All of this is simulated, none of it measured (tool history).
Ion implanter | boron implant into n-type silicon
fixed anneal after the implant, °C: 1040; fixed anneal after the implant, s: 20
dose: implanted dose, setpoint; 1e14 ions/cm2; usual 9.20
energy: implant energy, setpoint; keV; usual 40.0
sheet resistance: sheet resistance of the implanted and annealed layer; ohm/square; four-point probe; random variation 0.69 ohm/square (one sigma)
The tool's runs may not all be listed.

| run | day | dose | energy | wafers since the last listed run | hours since the last dose calibration | hours since the extraction supply was calibrated | hours since the gauge calibration | read-back reference wafer on the same gauge, sheet resistance | sheet resistance |
|---|---|---|---|---|---|---|---|---|---|
| 1 | 0.000 | 9.20 | 46.5 | 0 | 734.8 | 6465.1 | 218.0 | 104.07 | 121.52 |
| 2 | 0.525 | 9.20 | 40.0 | 162 | 747.4 | 6477.7 | 230.6 | 103.79 | 122.52 |
| 3 | 0.975 | 9.20 | 40.0 | 139 | 758.2 | 6488.5 | 241.4 | 104.00 | 123.35 |
| 4 | 1.350 | 9.20 | 40.0 | 116 | 767.2 | 6497.5 | 250.4 | 103.87 | 123.01 |
| 5 | 1.875 | 10.33 | 40.0 | 162 | 779.8 | 6510.1 | 263.0 | 104.16 | 111.51 |
| 6 | 2.538 | 10.33 | 40.0 | 205 | 795.7 | 6526.0 | 278.9 | 103.70 | 111.27 |
| 7 | 2.908 | 9.95 | 40.0 | 114 | 804.6 | 6534.9 | 287.8 | 103.93 | 114.74 |
| 8 | 4.588 | 9.95 | 40.0 | 519 | 844.9 | 6575.2 | 328.1 | 104.30 | 115.77 |
| 9 | 4.962 | 9.95 | 40.0 | 116 | 853.9 | 6584.2 | 337.1 | 104.20 | 115.92 |
|  | 5.833 | Faraday cup replaced and dose calibrated |
| 10 | 5.854 | 9.20 | 43.5 | 172 | 0.5 | 6605.6 | 358.5 | 104.11 | 126.29 |
| 11 | 6.279 | 9.20 | 43.5 | 131 | 10.7 | 6615.8 | 368.7 | 103.99 | 126.37 |
|  | 6.408 | gauge calibrated |
| 12 | 7.012 | 9.20 | 43.5 | 227 | 28.3 | 6633.4 | 14.5 | 103.97 | 126.03 |
| 13 | 7.567 | 9.20 | 40.0 | 171 | 41.6 | 6646.7 | 27.8 | 104.16 | 127.31 |
|  | 8.058 | extraction supply calibrated |
| 14 | 8.079 | 9.20 | 40.0 | 55 | 53.9 | 0.5 | 40.1 | 103.77 | 126.40 |
| 15 | 8.567 | 9.20 | 40.0 | 150 | 65.6 | 12.2 | 51.8 | 103.91 | 127.07 |
| 16 | 8.967 | 9.20 | 40.0 | 123 | 75.2 | 21.8 | 61.4 | 104.18 | 128.79 |
| 17 | 9.471 | 9.20 | 52.0 | 156 | 87.3 | 33.9 | 73.5 | 103.89 | 123.87 |
| 18 | 9.858 | 9.20 | 40.0 | 119 | 96.6 | 43.2 | 82.8 | 103.80 | 126.12 |
| 19 | 10.200 | 10.17 | 26.5 | 105 | 104.8 | 51.4 | 91.0 | 103.84 | 121.64 |
| 20 | 10.588 | 9.20 | 53.0 | 119 | 114.1 | 60.7 | 100.3 | 103.96 | 123.29 |
| 21 | 10.996 | 10.40 | 46.0 | 126 | 123.9 | 70.5 | 110.1 | 104.09 | 113.29 |
| 22 | 11.650 | 6.75 | 40.0 | 202 | 139.6 | 86.2 | 125.8 | 104.28 | 164.72 |
| 23 | 12.292 | 11.34 | 34.5 | 198 | 155.0 | 101.6 | 141.2 | 104.00 | 108.64 |
| 24 | 12.900 | 9.20 | 40.0 | 188 | 169.6 | 116.2 | 155.8 | 103.94 | 127.23 |
| 25 | 13.738 | 11.29 | 32.5 | 259 | 189.7 | 136.3 | 175.9 | 104.12 | 108.66 |
| 26 | 13.988 | 7.31 | 53.5 | 77 | 195.7 | 142.3 | 181.9 | 104.05 | 150.03 |
| 27 | 14.646 | 9.20 | 40.0 | 203 | 211.5 | 158.1 | 197.7 | 103.85 | 127.79 |
| 28 | 15.346 | 7.62 | 52.0 | 216 | 228.3 | 174.9 | 214.5 | 104.21 | 143.58 |
| 29 | 15.671 | 9.20 | 40.0 | 100 | 236.1 | 182.7 | 222.3 | 104.17 | 126.89 |
| 30 | 15.938 | 7.74 | 40.0 | 82 | 242.5 | 189.1 | 228.7 | 104.05 | 147.04 |
| 31 | 16.483 | 9.20 | 40.0 | 168 | 255.6 | 202.2 | 241.8 | 103.84 | 126.58 |
| 32 | 16.925 | 9.20 | 40.0 | 136 | 266.2 | 212.8 | 252.4 | 103.84 | 126.11 |
| 33 | 17.392 | 7.94 | 46.0 | 144 | 277.4 | 224.0 | 263.6 | 103.98 | 140.58 |
| 34 | 17.904 | 11.66 | 53.0 | 158 | 289.7 | 236.3 | 275.9 | 104.04 | 101.36 |
| 35 | 18.417 | 7.27 | 40.0 | 158 | 302.0 | 248.6 | 288.2 | 103.94 | 152.89 |
| 36 | 19.033 | 9.20 | 40.0 | 190 | 316.8 | 263.4 | 303.0 | 103.93 | 125.46 |
| 37 | 19.604 | 7.62 | 52.0 | 176 | 330.5 | 277.1 | 316.7 | 104.21 | 143.71 |

Forecast each of these 4 alternatives for the next run:
| A | 19.621 | 9.20 | 47.0 | 5 | 330.9 | 277.5 | 317.1 | ? | ? |
| B | 19.621 | 7.58 | 28.5 | 5 | 330.9 | 277.5 | 317.1 | ? | ? |
| C | 19.621 | 7.56 | 45.0 | 5 | 330.9 | 277.5 | 317.1 | ? | ? |
| D | 19.621 | 8.21 | 34.0 | 5 | 330.9 | 277.5 | 317.1 | ? | ? |

| run | read-back reference wafer on the same gauge, sheet resistance | sheet resistance |
|---|---|---|
| A | 103.88 | 123.53 |
| B | 103.88 | 151.38 |
| C | 103.88 | 145.41 |
| D | 103.88 | 139.41 |
Without the tool's hidden state the same runs would have given:
| run | sheet resistance |
|---|---|
| A | 125.17 |
| B | 153.45 |
| C | 147.31 |
| D | 141.28 |
